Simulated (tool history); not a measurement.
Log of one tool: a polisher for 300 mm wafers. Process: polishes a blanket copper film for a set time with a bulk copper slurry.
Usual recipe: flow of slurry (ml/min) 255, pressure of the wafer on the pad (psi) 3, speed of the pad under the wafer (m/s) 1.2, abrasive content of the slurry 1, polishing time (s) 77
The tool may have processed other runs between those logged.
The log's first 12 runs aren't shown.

run    hour  flow of slurry (ml/min)  pressure of the wafer on the pad (psi)  speed of the pad under the wafer (m/s)  abrasive content of the slurry  polishing time (s)  wafers since the last listed run  wafers polished on this pad  hours since the slurry nozzle was cleaned  hours since the head pressure was calibrated  hours since the slurry blender was calibrated  incoming thickness of the incoming film, nm  film removed (angstrom)
 13   636.3                      255                                       3                                     1.2                               1                  77                               326                          945                                      324.5                                           305                                          297.2                                       3401.3                     8659
      697.4  -- slurry blender recalibrated
 14   697.9                      285                                       3                                     1.2                               1                  77                               569                         1514                                      386.1                                         366.6                                            0.5                                       3338.4                     8130
      710.7  -- slurry nozzle cleaned
 15   725.8                      255                                       3                                     1.2                               1                  77                               256                         1771                                       15.1                                         394.5                                           28.4                                       3453.2                     9241
 16   752.2                      255                                       3                                    1.44                               1                  77                               252                         2024                                       41.5                                         420.9                                           54.8                                       3420.3                    11301
 17   815.1                      255                                       3                                     1.2                               1                  77                               600                         2624                                      104.4                                         483.8                                          117.7                                       3346.8                     9169
 18   857.6                      320                                       3                                    1.08                            0.75                  64                               405                         3030                                      146.9                                         526.3                                          160.2                                         3341                     6658
      877.4  -- worn pad replaced by a new one
 19   884.3                      255                                     2.2                                     1.4                               1                  91                               216                           65                                      173.6                                           553                                          186.9                                       3468.8                    10217
 20   936.1                      255                                     2.2                                     1.2                             1.1                  77                               494                          560                                      225.4                                         604.8                                          238.7                                       3382.9                     7563
 21   969.8                      255                                       3                                     1.2                               1                  77                               321                          882                                      259.1                                         638.5                                          272.4                                       3379.4                     8963
 22  1005.1                      255                                       3                                     1.2                             1.2                  89                               337                         1219                                      294.4                                         673.8                                          307.7                                       3365.4                    10600
     1059.4  -- slurry nozzle cleaned
 23  1076.1                      205                                       3                                    1.44                               1                  77                               668                         1888                                       16.7                                         744.8                                          378.7                                         3393                    10869
     1101.1  -- slurry blender recalibrated
 24  1120.2                      255                                       3                                     1.2                               1                  77                               402                         2290                                       60.8                                         788.9                                           19.1                                       3415.7                     9319
 25  1148.7                      255                                       3                                     1.2                             1.2                  89                               272                         2562                                       89.3                                         817.4                                           47.6                                       3359.6                    11068
     1161.1  -- head pressure recalibrated
 26  1220.4                      175                                       3                                    1.46                            0.75                  95                               665                         3228                                        161                                          59.3                                          119.3                                       3445.2                    12381

Expected results for the next run?
 27  1250.4                      255                                       3                                    1.44                            1.25                  77                               286                         3514                                        191                                          89.3                                          149.3                                       3409.9                        ?

film removed (angstrom): 11689
Had the tool carried no hidden state, the very same run would have given film removed (angstrom) 11904.
